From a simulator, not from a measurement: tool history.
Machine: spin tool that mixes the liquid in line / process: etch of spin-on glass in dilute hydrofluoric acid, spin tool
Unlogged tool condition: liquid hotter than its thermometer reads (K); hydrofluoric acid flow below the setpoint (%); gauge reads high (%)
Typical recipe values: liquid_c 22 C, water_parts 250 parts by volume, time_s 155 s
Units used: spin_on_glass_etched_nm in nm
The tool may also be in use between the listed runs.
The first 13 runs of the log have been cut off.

run    hour  liquid_c  water_parts  time_s  wafers since the last listed run  hours since the thermometer was replaced  hours since the hydrofluoric acid flow meter was replaced  hours since the gauge calibration  read-back film thickness of the spin-on glass reference wafer, read on the same gauge (nm)  spin_on_glass_etched_nm
     1291.9  -- hydrofluoric acid flow meter replaced
 14  1351.8        22          250     155                              3388                                      1154                                                       59.9                             2235.5                                                                                      110.04                    22.27
 15  1530.1        26          210      75                              2128                                    1332.3                                                      238.2                             2413.8                                                                                      110.02                    15.33
 16  1566.6        22          215     195                               435                                    1368.8                                                      274.7                             2450.3                                                                                      109.96                    33.76
 17  1636.5      23.5          250      85                               834                                    1438.7                                                      344.6                             2520.2                                                                                         110                    12.85
     1695.2  -- gauge calibrated
 18  1730.1        17          125     250                              1117                                    1532.3                                                      438.2                               34.9                                                                                         110                    66.68
 19  1796.5        19          155     220                               792                                    1598.7                                                      504.6                              101.3                                                                                      109.98                    50.17
 20  1860.1        22          250     155                               759                                    1662.3                                                      568.2                              164.9                                                                                      109.99                    21.95
     1922.9  -- thermometer replaced
 21  1925.2      24.5          150     105                               765                                       2.3                                                      633.3                                230                                                                                      109.98                    28.29
     1984.4  -- hydrofluoric acid flow meter replaced
 22  2007.4        22          250     155                               969                                      84.5                                                         23                              312.2                                                                                      109.98                    21.25
 23  2044.4        22          250     155                               441                                     121.5                                                         60                              349.2                                                                                      109.96                    21.37
 24  2117.8        22          250     210                               876                                     194.9                                                      133.4                              422.6                                                                                      110.02                    28.54
 25  2166.1        22          250     155                               576                                     243.2                                                      181.7                              470.9                                                                                      109.97                    21.18
 26  2214.9        18          250      65                               582                                       292                                                      230.5                              519.7                                                                                      109.98                     7.66
 27  2281.5        24          170     155                               795                                     358.6                                                      297.1                              586.3                                                                                      109.98                     36.7
 28  2345.3        19          315     250                               761                                     422.4                                                      360.9                              650.1                                                                                      110.01                    23.05
 29  2420.9        22          250      65                               902                                       498                                                      436.5                              725.7                                                                                      110.01                     8.92

Run 30 comes next. What will it give?
 30  2524.4        27          305     155                              1235                                     601.5                                                        540                              829.2                                                                                           ?                        ?

{"run 30": {"read-back film thickness of the spin-on glass reference wafer, read on the same gauge (nm)": 109.96, "spin_on_glass_etched_nm": 19.24}}
Take away the tool's hidden state, keep the run-to-run variation as it was, and the same run would have given spin_on_glass_etched_nm 19.36 nm.

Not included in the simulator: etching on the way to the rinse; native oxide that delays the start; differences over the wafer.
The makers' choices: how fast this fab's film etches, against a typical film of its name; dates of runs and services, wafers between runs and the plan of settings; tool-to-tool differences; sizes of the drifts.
